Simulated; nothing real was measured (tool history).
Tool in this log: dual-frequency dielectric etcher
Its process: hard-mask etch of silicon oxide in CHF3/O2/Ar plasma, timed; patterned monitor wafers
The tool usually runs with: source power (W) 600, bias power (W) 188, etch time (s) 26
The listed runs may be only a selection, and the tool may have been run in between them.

run     day  source power (W)  bias power (W)  etch time (s)  wafers since the last listed run  hours since the last wet clean  hours since the last source power generator calibration  hours since the last bias power generator calibration  hours since the last upper electrode change  hours since the gauge calibration  read-back reference wafer on the same gauge, depth_nm  mean etch depth across the wafer (Å)
  1       0               600             188             26                                 0                           550.4                                                   1023.6                                                 2566.7                                         3132                             1202.6                                                   42.8                                   497
  2   3.612               600             188             23                              1457                           637.1                                                   1110.3                                                 2653.4                                       3218.7                             1289.3                                                   42.8                                   439
      5.908  -- wet clean of the chamber
  3   7.225               600             188             23                              1054                            31.6                                                     1197                                                 2740.1                                       3305.4                               1376                                                   42.8                                   442
      8.262  -- bias power generator calibrated
  4  10.058               710             188             26                              1076                            99.6                                                     1265                                                   43.1                                       3373.4                               1444                                                   42.8                                   508
  5  12.683               710             188             26                              1059                           162.6                                                     1328                                                  106.1                                       3436.4                               1507                                                   42.8                                   510
  6  16.988               710             188             26                              1737                           265.9                                                   1431.3                                                  209.4                                       3539.7                             1610.3                                                   42.7                                   506
     21.679  -- upper electrode replaced
  7  25.212               600             188             26                              2915                           463.3                                                   1628.7                                                  406.8                                         84.8                             1807.7                                                   42.8                                   492
     25.854  -- bias power generator calibrated, repeated, since the last time left the tool worse
  8    30.5               730             233           23.5                              2066                           590.2                                                   1755.6                                                  111.5                                        211.7                             1934.6                                                   42.8                                   526
     35.108  -- wet clean of the chamber
  9  35.129               690             203           19.5                              1464                             0.5                                                   1866.7                                                  222.6                                        322.8                             2045.7                                                   42.8                                   400
 10  36.017               660             188           28.5                               358                            21.8                                                     1888                                                  243.9                                        344.1                               2067                                                   42.8                                   563
 11  37.817               650             207             19                               726                              65                                                   1931.2                                                  287.1                                        387.3                             2110.2                                                   42.8                                   394
     38.288  -- source power generator calibrated
 12    41.2               700             201           23.5                              1298                           146.2                                                     69.9                                                  368.3                                        468.5                             2191.4                                                   42.8                                   484
 13  44.938               600             230             26                              1508                           235.9                                                    159.6                                                    458                                        558.2                             2281.1                                                   42.8                                   552
 14  47.729               450             225           30.5                              1126                           302.9                                                    226.6                                                    525                                        625.2                             2348.1                                                   42.7                                   604
 15  50.283               600             188           23.5                              1030                           364.2                                                    287.9                                                  586.3                                        686.5                             2409.4                                                   42.8                                   452
 16  54.088               600             188             26                              1535                           455.5                                                    379.2                                                  677.6                                        777.8                             2500.7                                                   42.8                                   501
 17  57.567               730             188             26                              1404                             539                                                    462.7                                                  761.1                                        861.3                             2584.2                                                   42.9                                   525
      58.65  -- wet clean of the chamber
     59.779  -- gauge calibrated
 18  60.033               600             144             34                               591                            33.2                                                    521.9                                                  820.3                                        920.5                                6.1                                                   42.8                                   583
 19  64.079               600             188             33                              1632                           130.3                                                      619                                                  917.4                                       1017.6                              103.2                                                   42.8                                   635
 20  66.958               600             188             26                              1161                           199.4                                                    688.1                                                  986.5                                       1086.7                              172.3                                                   42.8                                   502
 21  70.612               600             171             26                              1474                           287.1                                                    775.8                                                 1074.2                                       1174.4                                260                                                   42.7                                   481
 22  83.858               600             175           23.5                              5345                             605                                                   1093.7                                                 1392.1                                       1492.3                              577.9                                                   42.9                                   439
     85.775  -- wet clean of the chamber
 23  86.508               600             188             26                               665                            17.6                                                   1157.3                                                 1455.7                                       1555.9                              641.5                                                   42.8                                   502
 24  88.621               600             167           30.5                               852                            68.3                                                     1208                                                 1506.4                                       1606.6                              692.2                                                   42.8                                   555
 25  92.538               450             151           32.5                              1580                           162.3                                                     1302                                                 1600.4                                       1700.6                              786.2                                                   42.7                                   531
 26  94.208               450             229             26                               674                           202.4                                                   1342.1                                                 1640.5                                       1740.7                              826.3                                                   42.8                                   519
 27  95.771               600             188             26                               630                           239.9                                                   1379.6                                                   1678                                       1778.2                              863.8                                                   42.8                                   502
 28  97.433               600             188             26                               670                           279.8                                                   1419.5                                                 1717.9                                       1818.1                              903.7                                                   42.9                                   498

Below are 5 alternative next runs, each starting from the tool's condition after run 28. Predict each:
  A  97.45               600             188           18.5                                 6                           280.2                                                   1419.9                                                 1718.3                                       1818.5                              904.1                                                      ?                                     ?
  B  97.45               600             165           30.5                                 6                           280.2                                                   1419.9                                                 1718.3                                       1818.5                              904.1                                                      ?                                     ?
  C  97.45               600             174             26                                 6                           280.2                                                   1419.9                                                 1718.3                                       1818.5                              904.1                                                      ?                                     ?
  D  97.45               600             188           33.5                                 6                           280.2                                                   1419.9                                                 1718.3                                       1818.5                              904.1                                                      ?                                     ?
  E  97.45               600             203             26                                 6                           280.2                                                   1419.9                                                 1718.3                                       1818.5                              904.1                                                      ?                                     ?

run  read-back reference wafer on the same gauge, depth_nm  mean etch depth across the wafer (Å)
  A                                                   42.9                                   355
  B                                                   42.9                                   551
  C                                                   42.9                                   482
  D                                                   42.9                                   644
  E                                                   42.9                                   517
The same runs, with their run-to-run variation unchanged, on a tool lacking any hidden condition would have given:
run  mean etch depth across the wafer (Å)
  A                                   359
  B                                   556
  C                                   486
  D                                   650
  E                                   522
